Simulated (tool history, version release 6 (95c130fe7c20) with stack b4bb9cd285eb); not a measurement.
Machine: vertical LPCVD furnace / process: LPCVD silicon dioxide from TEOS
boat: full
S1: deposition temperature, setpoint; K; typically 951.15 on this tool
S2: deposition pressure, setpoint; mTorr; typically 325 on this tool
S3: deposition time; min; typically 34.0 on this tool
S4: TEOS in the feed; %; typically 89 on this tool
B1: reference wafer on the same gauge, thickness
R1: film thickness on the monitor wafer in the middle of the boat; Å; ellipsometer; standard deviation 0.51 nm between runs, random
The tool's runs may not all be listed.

run   hour      S1   S2    S3  S4      B1      R1
  1    0.0  951.15  325  34.0  89  182.26  1861.4
  2   17.5  951.15  295  28.0  89  182.14  1456.6
      31.0  -- gauge calibrated
  3   64.7  951.15  295  28.0  89  182.21  1461.7
  4   97.4  951.15  325  34.0  89  182.07  1865.6
  5  122.0  951.15  325  34.0  89  181.68  1870.3
  6  149.7  951.15  325  34.0  89  181.89  1879.7
  7  165.8  951.15  325  34.0  89  182.11  1878.3
  8  193.7  944.15  350  34.0  89  182.01  1646.5
  9  222.4  944.15  350  34.0  89  181.86  1640.0
 10  252.6  951.15  325  34.0  89  182.21  1880.4
 11  285.5  951.15  325  34.0  89  181.79  1882.5
 12  314.6  951.15  325  34.0  89  181.81  1883.6
     345.2  -- TEOS flow controller replaced
 13  345.7  951.15  325  34.0  89  181.96  1894.7
     370.8  -- gauge calibrated
     386.5  -- pressure gauge zeroed
 14  387.0  942.15  255  34.0  89  181.93  1344.8
 15  391.3  951.15  390  41.5  79  182.20  2369.8
     431.8  -- thermocouples replaced and temperature profile calibrated
 16  432.3  958.15  325  21.5  72  182.21  1174.0
 17  444.2  943.15  350  41.5  76  181.95  1681.4
 18  471.2  951.15  385  47.5  97  182.03  2779.9
 19  494.7  951.15  255  22.0  89  182.17   999.9
 20  522.5  951.15  390  34.0  89  181.88  1912.1
 21  548.2  951.15  325  34.0  89  181.95  1740.3

For each run, what was the tool's unlogged condition?
true pressure minus gauge reading, mTorr: 0 at every run
deviation of the TEOS flow from its setpoint, %: 0 at every run
gauge reads high (%): 0 at every run
H1: true tube temperature minus thermocouple reading, K
run     H1
  1   3.07
  2    3.1
  3   3.19
  4   3.25
  5    3.3
  6   3.35
  7   3.38
  8   3.44
  9    3.5
 10   3.56
 11   3.63
 12   3.69
 13   3.75
 14   3.84
 15   3.85
 16  0.425
 17  0.425
 18  0.425
 19  0.426
 20  0.428
 21   0.43

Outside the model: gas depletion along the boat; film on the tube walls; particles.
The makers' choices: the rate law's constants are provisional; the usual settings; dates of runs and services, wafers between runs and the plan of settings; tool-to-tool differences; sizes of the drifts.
